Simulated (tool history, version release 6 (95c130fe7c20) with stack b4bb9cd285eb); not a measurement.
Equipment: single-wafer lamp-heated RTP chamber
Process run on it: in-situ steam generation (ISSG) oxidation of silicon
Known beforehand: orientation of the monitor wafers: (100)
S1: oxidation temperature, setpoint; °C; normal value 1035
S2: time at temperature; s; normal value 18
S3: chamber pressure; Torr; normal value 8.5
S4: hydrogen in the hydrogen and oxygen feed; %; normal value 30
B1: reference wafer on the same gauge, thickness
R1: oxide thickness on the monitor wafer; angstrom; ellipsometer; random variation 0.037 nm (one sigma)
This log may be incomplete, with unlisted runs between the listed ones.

run 1 hour=0.0 | S1=1035 S2=18 S3=8.5 S4=30 | B1=6.084 | R1=68.90
run 2 hour=40.6 | S1=1035 S2=18 S3=8.5 S4=30 | B1=6.080 | R1=69.44
run 3 hour=117.5 | S1=1035 S2=18 S3=8.5 S4=30 | B1=6.074 | R1=69.23
run 4 hour=211.2 | S1=1025 S2=18 S3=8.5 S4=30 | B1=6.086 | R1=66.23
run 5 hour=270.4 | S1=1035 S2=18 S3=8.5 S4=30 | B1=6.071 | R1=69.78
run 6 hour=349.6 | S1=1035 S2=18 S3=8.5 S4=30 | B1=6.088 | R1=70.91
-- hour=370.5 pressure gauge zeroed
run 7 hour=394.3 | S1=1035 S2=18 S3=8.5 S4=30 | B1=6.082 | R1=70.22
-- hour=396.3 gauge calibrated
-- hour=417.5 pyrometer window cleaned and pyrometer calibrated
run 8 hour=479.1 | S1=1035 S2=18 S3=9.2 S4=30 | B1=6.094 | R1=68.19
run 9 hour=579.0 | S1=1041 S2=15 S3=7.1 S4=30 | B1=6.065 | R1=65.10
run 10 hour=633.6 | S1=1018 S2=18 S3=8.5 S4=32 | B1=6.074 | R1=65.47
-- hour=734.9 hydrogen flow controller replaced
run 11 hour=735.4 | S1=1035 S2=18 S3=8.5 S4=30 | B1=6.087 | R1=70.19
run 12 hour=777.7 | S1=1035 S2=25 S3=8.5 S4=30 | B1=6.083 | R1=83.28
-- hour=826.1 pyrometer window cleaned and pyrometer calibrated
run 13 hour=855.3 | S1=1047 S2=15 S3=7.9 S4=32 | B1=6.089 | R1=68.64
run 14 hour=895.5 | S1=1035 S2=12 S3=8.5 S4=30 | B1=6.069 | R1=56.94
run 15 hour=987.9 | S1=1035 S2=18 S3=8.5 S4=26 | B1=6.094 | R1=67.02
run 16 hour=1029.4 | S1=1035 S2=18 S3=8.5 S4=30 | B1=6.086 | R1=69.09

For some of the steps in R1 from one run to the next: how much would appear even if the tool had no hidden state, given the settings, what came in and random variation, and how much remains for the hidden state plus any gauge scatter that the measured result and the result without hidden state don't share?
Hidden state present: true wafer temperature minus pyrometer reading, K; true pressure minus gauge reading, Torr; deviation of the hydrogen flow from its setpoint, %; gauge reads high (%).
Run 12 -> 13: S1 1035 -> 1047, S2 25 -> 15, S3 8.5 -> 7.9, S4 30 -> 32, pyrometer window cleaned and pyrometer calibrated. R1 -14.64 angstrom: hidden state -2.12, all else -12.52.
